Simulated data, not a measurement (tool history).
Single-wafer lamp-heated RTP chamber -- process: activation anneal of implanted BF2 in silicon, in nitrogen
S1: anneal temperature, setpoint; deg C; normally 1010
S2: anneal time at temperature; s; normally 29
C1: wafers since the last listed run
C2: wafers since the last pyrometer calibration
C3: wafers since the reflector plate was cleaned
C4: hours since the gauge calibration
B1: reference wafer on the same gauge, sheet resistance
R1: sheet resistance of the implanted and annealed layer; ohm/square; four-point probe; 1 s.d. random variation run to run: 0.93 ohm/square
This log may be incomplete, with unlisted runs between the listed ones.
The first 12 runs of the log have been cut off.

Run 13, hour 752.5: usual settings; C1 449; C2 2540; C3 1984; C4 295.4; B1 183.85. Result: R1 178.52 ohm/square.
Run 14, hour 805: usual settings but S1 1030 deg C; C1 858; C2 3399; C3 2843; C4 347.9; B1 184.1. Result: R1 149.49 ohm/square.
Run 15, hour 837.2: usual settings but S1 1030 deg C; C1 526; C2 3926; C3 3370; C4 380.1; B1 183.96. Result: R1 148.19 ohm/square.
Run 16, hour 887.6: usual settings but S1 1024 deg C; C1 824; C2 4750; C3 4194; C4 430.5; B1 183.9. Result: R1 155.81 ohm/square.
Run 17, hour 956.5: usual settings but S1 1034 deg C; C1 1127; C2 5877; C3 5322; C4 499.4; B1 184.03. Result: R1 141.87 ohm/square.
At hour 979.1: pyrometer window cleaned and pyrometer calibrated.
Run 18, hour 1005: usual settings; C1 662; C2 423; C3 5984; C4 547.9; B1 183.84. Result: R1 178.67 ohm/square.
Run 19, hour 1076: usual settings; C1 1161; C2 1585; C3 7146; C4 618.9; B1 184.02. Result: R1 177.63 ohm/square.
At hour 1106.6: reflector plate cleaned.
Run 20, hour 1135.5: usual settings but S1 999 deg C; C1 842; C2 2427; C3 473; C4 678.4; B1 184.25. Result: R1 199.12 ohm/square.
Run 21, hour 1203.8: usual settings but S1 1000 deg C, S2 17 s; C1 1117; C2 3545; C3 1590; C4 746.7; B1 183.95. Result: R1 224.96 ohm/square.
Run 22, hour 1236.4: usual settings; C1 533; C2 4078; C3 2123; C4 779.3; B1 183.94. Result: R1 177.65 ohm/square.
Run 23, hour 1290.6: usual settings; C1 886; C2 4965; C3 3010; C4 833.5; B1 184.08. Result: R1 176.8 ohm/square.
At hour 1310.5: pyrometer window cleaned and pyrometer calibrated.
Run 24, hour 1356.2: usual settings but S1 986 deg C, S2 14 s; C1 942; C2 747; C3 3952; C4 899.1; B1 184.08. Result: R1 264.57 ohm/square.
At hour 1402.1: gauge calibrated.
Run 25, hour 1487: usual settings but S1 1038 deg C, S2 24 s; C1 2139; C2 2887; C3 6092; C4 84.9; B1 184.02. Result: R1 144.84 ohm/square.
Run 26, hour 1538.6: usual settings but S1 1033 deg C, S2 41 s; C1 844; C2 3731; C3 6936; C4 136.5; B1 184.02. Result: R1 131.89 ohm/square.
At hour 1599.4: reflector plate cleaned.
Run 27, hour 1608.8: usual settings but S2 16 s; C1 1017; C2 4749; C3 153; C4 206.7; B1 184.24. Result: R1 205.13 ohm/square.
Run 28, hour 1680.2: usual settings but S1 1034 deg C; C1 1168; C2 5917; C3 1321; C4 278.1; B1 183.96. Result: R1 142.87 ohm/square.
At hour 1729: pyrometer window cleaned and pyrometer calibrated.
Run 29, hour 1732: usual settings but S1 1034 deg C, S2 16 s; C1 716; C2 48; C3 2037; C4 329.9; B1 184.08. Result: R1 170.13 ohm/square.
Run 30, hour 1797.2: usual settings; C1 1066; C2 1115; C3 3104; C4 395.1; B1 184.34. Result: R1 177.51 ohm/square.
Run 31, hour 1838.2: usual settings but S1 1033 deg C, S2 15 s; C1 670; C2 1786; C3 3775; C4 436.1; B1 184.12. Result: R1 172.27 ohm/square.

Each row is a separate what-if for the run after 31, all from the same tool condition, not one after another. Results?
Run A, hour 1838.6: usual settings; C1 6; C2 1792; C3 3781; C4 436.5; B1 ?. Result: R1 ?.
Run B, hour 1838.6: usual settings but S1 1024 deg C, S2 42 s; C1 6; C2 1792; C3 3781; C4 436.5; B1 ?. Result: R1 ?.
Run C, hour 1838.6: usual settings but S1 1019 deg C; C1 6; C2 1792; C3 3781; C4 436.5; B1 ?. Result: R1 ?.
Run D, hour 1838.6: usual settings but S1 1035 deg C; C1 6; C2 1792; C3 3781; C4 436.5; B1 ?. Result: R1 ?.
Run E, hour 1838.6: usual settings but S1 989 deg C; C1 6; C2 1792; C3 3781; C4 436.5; B1 ?. Result: R1 ?.

run      B1      R1
  A  183.94  180.03
  B  183.94  143.78
  C  183.94  165.11
  D  183.94  145.05
  E  183.94  225.42
With the hidden condition removed and each run's random variation left untouched, the same runs would have given:
run      R1
  A   183.1
  B  145.76
  C   167.6
  D  146.89
  E  229.42
